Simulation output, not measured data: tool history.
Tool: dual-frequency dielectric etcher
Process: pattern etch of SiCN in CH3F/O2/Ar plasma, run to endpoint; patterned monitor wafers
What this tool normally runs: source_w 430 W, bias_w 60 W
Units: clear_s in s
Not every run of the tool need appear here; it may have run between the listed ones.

| run | hour | source_w | bias_w | incoming incoming film thickness, nm | clear_s |
|---|---|---|---|---|---|
| 1 | 0.0 | 500 | 60 | 7.02 | 20.4 |
| 2 | 56.9 | 500 | 60 | 7.07 | 20.4 |
| 3 | 126.6 | 430 | 60 | 6.91 | 21.4 |
| 4 | 180.2 | 430 | 60 | 7.02 | 21.9 |
| 5 | 250.5 | 430 | 60 | 7.02 | 22.0 |
|  | 314.4 | wet clean of the chamber |
| 6 | 319.4 | 430 | 60 | 6.94 | 21.1 |
| 7 | 368.4 | 460 | 55 | 6.94 | 21.3 |
| 8 | 398.5 | 430 | 60 | 6.96 | 21.3 |
| 9 | 550.5 | 430 | 60 | 6.98 | 21.6 |
| 10 | 595.8 | 430 | 60 | 7.02 | 21.8 |
|  | 655.2 | source power generator calibrated |
| 11 | 662.4 | 490 | 56 | 7.04 | 21.5 |
|  | 708.2 | upper electrode replaced |
| 12 | 708.7 | 500 | 73 | 7.06 | 19.1 |
| 13 | 730.2 | 430 | 60 | 6.98 | 21.9 |
| 14 | 769.3 | 520 | 73 | 7.01 | 18.8 |
|  | 832.9 | wet clean of the chamber |
| 15 | 865.6 | 430 | 46 | 6.98 | 23.7 |
| 16 | 909.6 | 490 | 73 | 7.02 | 18.5 |
|  | 916.6 | bias power generator calibrated |
| 17 | 958.0 | 430 | 60 | 7.04 | 21.4 |
| 18 | 999.3 | 350 | 70 | 7.07 | 21.7 |
| 19 | 1023.5 | 530 | 70 | 6.96 | 18.4 |
| 20 | 1085.0 | 430 | 68 | 7.00 | 20.2 |
| 21 | 1140.1 | 430 | 60 | 6.93 | 21.5 |
| 22 | 1185.5 | 470 | 60 | 6.95 | 20.9 |

Pick out some run-to-run changes in clear_s. Of each, how much would a tool without hidden state show as well, from the settings, what came in and chance, and how much is left for the hidden state and any gauge scatter not in both results compared?
The hidden state here: etch rate over this chamber's usual, %; source power that arrives over what is set, %; bias power that arrives over what is set, %.
Run 5 -> 6: wet clean of the chamber. clear_s -0.9 s: hidden state -0.7, all else -0.2.
Run 14 -> 15: source_w 520 -> 430, bias_w 73 -> 46, wet clean of the chamber. clear_s +4.9 s: hidden state -0.7, all else +5.6.
Run 15 -> 16: source_w 430 -> 490, bias_w 46 -> 73. clear_s -5.2 s: hidden state +0.0, all else -5.2.

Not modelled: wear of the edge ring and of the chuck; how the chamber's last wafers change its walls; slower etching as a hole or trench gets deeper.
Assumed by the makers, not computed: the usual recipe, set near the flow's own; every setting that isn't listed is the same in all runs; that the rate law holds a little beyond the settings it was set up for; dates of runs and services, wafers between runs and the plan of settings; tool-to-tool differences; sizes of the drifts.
